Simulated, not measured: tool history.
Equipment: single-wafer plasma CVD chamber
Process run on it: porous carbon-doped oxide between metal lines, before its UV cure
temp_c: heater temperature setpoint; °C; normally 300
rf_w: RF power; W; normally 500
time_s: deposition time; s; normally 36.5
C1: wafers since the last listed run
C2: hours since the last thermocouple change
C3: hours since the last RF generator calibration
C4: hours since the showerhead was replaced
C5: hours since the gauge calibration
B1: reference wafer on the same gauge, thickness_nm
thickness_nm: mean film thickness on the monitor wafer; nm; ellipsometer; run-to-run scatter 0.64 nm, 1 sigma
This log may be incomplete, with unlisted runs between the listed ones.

{"run": 1, "hour": 0.0, "temp_c": 300, "rf_w": 500, "time_s": 36.5, "C1": 0, "C2": 533.4, "C3": 1174.2, "C4": 8063.4, "C5": 408.6, "B1": 189.986, "thickness_nm": 194.475}
{"run": 2, "hour": 28.6, "temp_c": 300, "rf_w": 500, "time_s": 36.5, "C1": 1003, "C2": 562.0, "C3": 1202.8, "C4": 8092.0, "C5": 437.2, "B1": 190.061, "thickness_nm": 194.417}
{"run": 3, "hour": 60.5, "temp_c": 300, "rf_w": 580, "time_s": 36.5, "C1": 1118, "C2": 593.9, "C3": 1234.7, "C4": 8123.9, "C5": 469.1, "B1": 190.102, "thickness_nm": 223.006}
{"run": 4, "hour": 118.2, "temp_c": 300, "rf_w": 580, "time_s": 36.5, "C1": 2023, "C2": 651.6, "C3": 1292.4, "C4": 8181.6, "C5": 526.8, "B1": 189.973, "thickness_nm": 222.6}
{"run": 5, "hour": 141.5, "temp_c": 300, "rf_w": 500, "time_s": 36.5, "C1": 817, "C2": 674.9, "C3": 1315.7, "C4": 8204.9, "C5": 550.1, "B1": 190.076, "thickness_nm": 193.426}
{"run": 6, "hour": 160.7, "temp_c": 300, "rf_w": 500, "time_s": 36.5, "C1": 673, "C2": 694.1, "C3": 1334.9, "C4": 8224.1, "C5": 569.3, "B1": 190.049, "thickness_nm": 193.558}
{"run": 7, "hour": 173.8, "temp_c": 300, "rf_w": 500, "time_s": 31.2, "C1": 459, "C2": 707.2, "C3": 1348.0, "C4": 8237.2, "C5": 582.4, "B1": 190.111, "thickness_nm": 165.914}
{"run": 8, "hour": 201.0, "temp_c": 300, "rf_w": 500, "time_s": 31.2, "C1": 953, "C2": 734.4, "C3": 1375.2, "C4": 8264.4, "C5": 609.6, "B1": 190.156, "thickness_nm": 165.685}
{"run": 9, "hour": 222.8, "temp_c": 300, "rf_w": 550, "time_s": 36.5, "C1": 764, "C2": 756.2, "C3": 1397.0, "C4": 8286.2, "C5": 631.4, "B1": 189.902, "thickness_nm": 211.264}
{"run": 10, "hour": 238.1, "temp_c": 300, "rf_w": 500, "time_s": 36.5, "C1": 536, "C2": 771.5, "C3": 1412.3, "C4": 8301.5, "C5": 646.7, "B1": 190.025, "thickness_nm": 192.788}
{"run": 11, "hour": 252.7, "temp_c": 300, "rf_w": 535, "time_s": 36.5, "C1": 512, "C2": 786.1, "C3": 1426.9, "C4": 8316.1, "C5": 661.3, "B1": 190.132, "thickness_nm": 206.819}
{"hour": 272.0, "done": "showerhead replaced"}
{"run": 12, "hour": 275.1, "temp_c": 300, "rf_w": 535, "time_s": 36.5, "C1": 505, "C2": 808.5, "C3": 1449.3, "C4": 3.1, "C5": 683.7, "B1": 189.927, "thickness_nm": 205.271}
{"run": 13, "hour": 309.5, "temp_c": 300, "rf_w": 500, "time_s": 36.5, "C1": 1206, "C2": 842.9, "C3": 1483.7, "C4": 37.5, "C5": 718.1, "B1": 189.991, "thickness_nm": 191.311}
{"run": 14, "hour": 327.0, "temp_c": 300, "rf_w": 500, "time_s": 36.5, "C1": 613, "C2": 860.4, "C3": 1501.2, "C4": 55.0, "C5": 735.6, "B1": 190.044, "thickness_nm": 191.74}
{"run": 15, "hour": 342.7, "temp_c": 300, "rf_w": 500, "time_s": 36.5, "C1": 550, "C2": 876.1, "C3": 1516.9, "C4": 70.7, "C5": 751.3, "B1": 189.986, "thickness_nm": 191.882}
{"run": 16, "hour": 361.3, "temp_c": 300, "rf_w": 500, "time_s": 32.3, "C1": 652, "C2": 894.7, "C3": 1535.5, "C4": 89.3, "C5": 769.9, "B1": 189.933, "thickness_nm": 171.531}
{"run": 17, "hour": 388.7, "temp_c": 300, "rf_w": 500, "time_s": 31.2, "C1": 960, "C2": 922.1, "C3": 1562.9, "C4": 116.7, "C5": 797.3, "B1": 189.879, "thickness_nm": 165.089}
{"hour": 405.5, "done": "gauge calibrated"}
{"run": 18, "hour": 417.7, "temp_c": 286, "rf_w": 500, "time_s": 36.5, "C1": 1017, "C2": 951.1, "C3": 1591.9, "C4": 145.7, "C5": 12.2, "B1": 189.984, "thickness_nm": 205.657}
{"run": 19, "hour": 449.7, "temp_c": 309, "rf_w": 455, "time_s": 36.5, "C1": 1122, "C2": 983.1, "C3": 1623.9, "C4": 177.7, "C5": 44.2, "B1": 189.881, "thickness_nm": 164.248}
{"run": 20, "hour": 462.5, "temp_c": 300, "rf_w": 500, "time_s": 38.4, "C1": 448, "C2": 995.9, "C3": 1636.7, "C4": 190.5, "C5": 57.0, "B1": 190.082, "thickness_nm": 201.18}
{"run": 21, "hour": 477.8, "temp_c": 300, "rf_w": 500, "time_s": 36.5, "C1": 536, "C2": 1011.2, "C3": 1652.0, "C4": 205.8, "C5": 72.3, "B1": 190.089, "thickness_nm": 191.734}
{"hour": 492.9, "done": "RF generator calibrated"}
{"hour": 495.6, "done": "thermocouple changed; heater temperature recalibrated"}
{"run": 22, "hour": 512.5, "temp_c": 300, "rf_w": 525, "time_s": 43.7, "C1": 844, "C2": 16.9, "C3": 19.6, "C4": 240.5, "C5": 107.0, "B1": 189.998, "thickness_nm": 231.199}
{"run": 23, "hour": 546.2, "temp_c": 293, "rf_w": 525, "time_s": 41.6, "C1": 1181, "C2": 50.6, "C3": 53.3, "C4": 274.2, "C5": 140.7, "B1": 189.938, "thickness_nm": 228.169}
{"run": 24, "hour": 560.8, "temp_c": 293, "rf_w": 525, "time_s": 41.6, "C1": 512, "C2": 65.2, "C3": 67.9, "C4": 288.8, "C5": 155.3, "B1": 190.128, "thickness_nm": 228.963}
{"run": 25, "hour": 589.2, "temp_c": 300, "rf_w": 400, "time_s": 36.5, "C1": 995, "C2": 93.6, "C3": 96.3, "C4": 317.2, "C5": 183.7, "B1": 189.992, "thickness_nm": 140.241}
{"run": 26, "hour": 608.7, "temp_c": 300, "rf_w": 465, "time_s": 39.6, "C1": 683, "C2": 113.1, "C3": 115.8, "C4": 336.7, "C5": 203.2, "B1": 190.03, "thickness_nm": 182.245}
{"run": 27, "hour": 626.3, "temp_c": 289, "rf_w": 440, "time_s": 32.8, "C1": 617, "C2": 130.7, "C3": 133.4, "C4": 354.3, "C5": 220.8, "B1": 190.016, "thickness_nm": 151.078}
{"hour": 638.6, "done": "RF generator calibrated, repeated, since the last time left the tool worse"}
{"run": 28, "hour": 650.8, "temp_c": 300, "rf_w": 580, "time_s": 29.5, "C1": 578, "C2": 155.2, "C3": 12.2, "C4": 378.8, "C5": 245.3, "B1": 189.967, "thickness_nm": 188.972}
{"run": 29, "hour": 666.3, "temp_c": 309, "rf_w": 470, "time_s": 36.5, "C1": 543, "C2": 170.7, "C3": 27.7, "C4": 394.3, "C5": 260.8, "B1": 189.955, "thickness_nm": 181.81}
{"run": 30, "hour": 687.3, "temp_c": 300, "rf_w": 580, "time_s": 36.5, "C1": 736, "C2": 191.7, "C3": 48.7, "C4": 415.3, "C5": 281.8, "B1": 189.922, "thickness_nm": 231.943}
{"run": 31, "hour": 712.8, "temp_c": 308, "rf_w": 580, "time_s": 36.5, "C1": 894, "C2": 217.2, "C3": 74.2, "C4": 440.8, "C5": 307.3, "B1": 189.876, "thickness_nm": 222.605}
{"run": 32, "hour": 730.9, "temp_c": 291, "rf_w": 500, "time_s": 36.5, "C1": 634, "C2": 235.3, "C3": 92.3, "C4": 458.9, "C5": 325.4, "B1": 190.02, "thickness_nm": 211.246}
{"run": 33, "hour": 764.1, "temp_c": 296, "rf_w": 500, "time_s": 43.6, "C1": 1164, "C2": 268.5, "C3": 125.5, "C4": 492.1, "C5": 358.6, "B1": 190.0, "thickness_nm": 244.243}
{"run": 34, "hour": 782.8, "temp_c": 300, "rf_w": 425, "time_s": 36.5, "C1": 655, "C2": 287.2, "C3": 144.2, "C4": 510.8, "C5": 377.3, "B1": 189.923, "thickness_nm": 168.29}
{"run": 35, "hour": 797.2, "temp_c": 300, "rf_w": 500, "time_s": 36.5, "C1": 505, "C2": 301.6, "C3": 158.6, "C4": 525.2, "C5": 391.7, "B1": 189.921, "thickness_nm": 201.996}

What the log doesn't show, run by run:
wafer temperature above the value expected at the setpoint (K): 0 at every run
gauge reads high (%): 0 at every run
H1: delivered RF power above the setpoint (%)
run=1 H1=-4.08
run=2 H1=-4.18
run=3 H1=-4.29
run=4 H1=-4.49
run=5 H1=-4.57
run=6 H1=-4.63
run=7 H1=-4.68
run=8 H1=-4.77
run=9 H1=-4.85
run=10 H1=-4.9
run=11 H1=-4.95
run=12 H1=-5.03
run=13 H1=-5.15
run=14 H1=-5.21
run=15 H1=-5.26
run=16 H1=-5.32
run=17 H1=-5.42
run=18 H1=-5.52
run=19 H1=-5.63
run=20 H1=-5.67
run=21 H1=-5.73
run=22 H1=-8.58
run=23 H1=-8.69
run=24 H1=-8.74
run=25 H1=-8.84
run=26 H1=-8.91
run=27 H1=-8.97
run=28 H1=-0.241
run=29 H1=-0.295
run=30 H1=-0.367
run=31 H1=-0.455
run=32 H1=-0.518
run=33 H1=-0.632
run=34 H1=-0.697
run=35 H1=-0.747
